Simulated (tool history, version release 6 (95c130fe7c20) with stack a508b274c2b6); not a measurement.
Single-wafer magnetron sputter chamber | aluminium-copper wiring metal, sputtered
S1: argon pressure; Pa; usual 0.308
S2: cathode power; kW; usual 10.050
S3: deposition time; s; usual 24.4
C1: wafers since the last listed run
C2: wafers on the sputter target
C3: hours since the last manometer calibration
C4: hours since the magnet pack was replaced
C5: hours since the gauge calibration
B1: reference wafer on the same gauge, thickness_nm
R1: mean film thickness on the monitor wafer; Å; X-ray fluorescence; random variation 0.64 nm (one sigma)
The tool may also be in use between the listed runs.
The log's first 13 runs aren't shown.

run 14 hour=192.5 | S1=0.308 S2=10.050 S3=24.4 | C1=938 C2=2179 C3=1193.2 C4=69.9 C5=465.5 | B1=486.146 | R1=4163.67
-- hour=199.3 gauge calibrated
run 15 hour=205.7 | S1=0.354 S2=10.050 S3=24.4 | C1=411 C2=2590 C3=1206.4 C4=83.1 C5=6.4 | B1=486.110 | R1=4093.06
run 16 hour=217.8 | S1=0.354 S2=10.050 S3=24.4 | C1=377 C2=2967 C3=1218.5 C4=95.2 C5=18.5 | B1=486.035 | R1=4084.81
run 17 hour=226.9 | S1=0.308 S2=8.650 S3=24.4 | C1=283 C2=3251 C3=1227.6 C4=104.3 C5=27.6 | B1=485.941 | R1=3681.27
run 18 hour=240.7 | S1=0.423 S2=9.250 S3=28.5 | C1=430 C2=3681 C3=1241.4 C4=118.1 C5=41.4 | B1=486.013 | R1=4334.63
run 19 hour=248.9 | S1=0.417 S2=12.150 S3=24.4 | C1=255 C2=3936 C3=1249.6 C4=126.3 C5=49.6 | B1=485.882 | R1=4635.35
run 20 hour=264.5 | S1=0.308 S2=10.050 S3=24.4 | C1=486 C2=4423 C3=1265.2 C4=141.9 C5=65.2 | B1=486.103 | R1=4130.69
run 21 hour=275.1 | S1=0.254 S2=11.250 S3=24.4 | C1=330 C2=4753 C3=1275.8 C4=152.5 C5=75.8 | B1=486.076 | R1=4601.55
-- hour=288.6 sputter target and shields replaced
run 22 hour=298.5 | S1=0.423 S2=10.050 S3=23.1 | C1=479 C2=307 C3=1299.2 C4=175.9 C5=99.2 | B1=486.108 | R1=3790.50
run 23 hour=313.7 | S1=0.308 S2=10.050 S3=24.4 | C1=473 C2=781 C3=1314.4 C4=191.1 C5=114.4 | B1=486.084 | R1=4172.33
-- hour=323.5 capacitance manometer re-zeroed and calibrated
run 24 hour=330.1 | S1=0.247 S2=10.850 S3=27.1 | C1=261 C2=1043 C3=6.6 C4=207.5 C5=130.8 | B1=485.908 | R1=5089.13
run 25 hour=338.5 | S1=0.188 S2=10.050 S3=24.4 | C1=261 C2=1305 C3=15.0 C4=215.9 C5=139.2 | B1=486.106 | R1=4402.70
run 26 hour=354.5 | S1=0.308 S2=9.300 S3=26.3 | C1=498 C2=1803 C3=31.0 C4=231.9 C5=155.2 | B1=486.124 | R1=4270.16
run 27 hour=369.0 | S1=0.308 S2=10.050 S3=24.4 | C1=451 C2=2255 C3=45.5 C4=246.4 C5=169.7 | B1=485.940 | R1=4206.73
run 28 hour=378.3 | S1=0.234 S2=12.000 S3=27.9 | C1=289 C2=2545 C3=54.8 C4=255.7 C5=179.0 | B1=486.157 | R1=5692.35

Forecast run 29:
run 29 hour=390.6 | S1=0.308 S2=10.050 S3=24.4 | C1=383 C2=2929 C3=67.1 C4=268.0 C5=191.3 | B1=? | R1=?

{"run 29": {"B1": 486.066, "R1": 4191.66}}
Without the tool's hidden state the same run would have given R1 4233.09 Å.

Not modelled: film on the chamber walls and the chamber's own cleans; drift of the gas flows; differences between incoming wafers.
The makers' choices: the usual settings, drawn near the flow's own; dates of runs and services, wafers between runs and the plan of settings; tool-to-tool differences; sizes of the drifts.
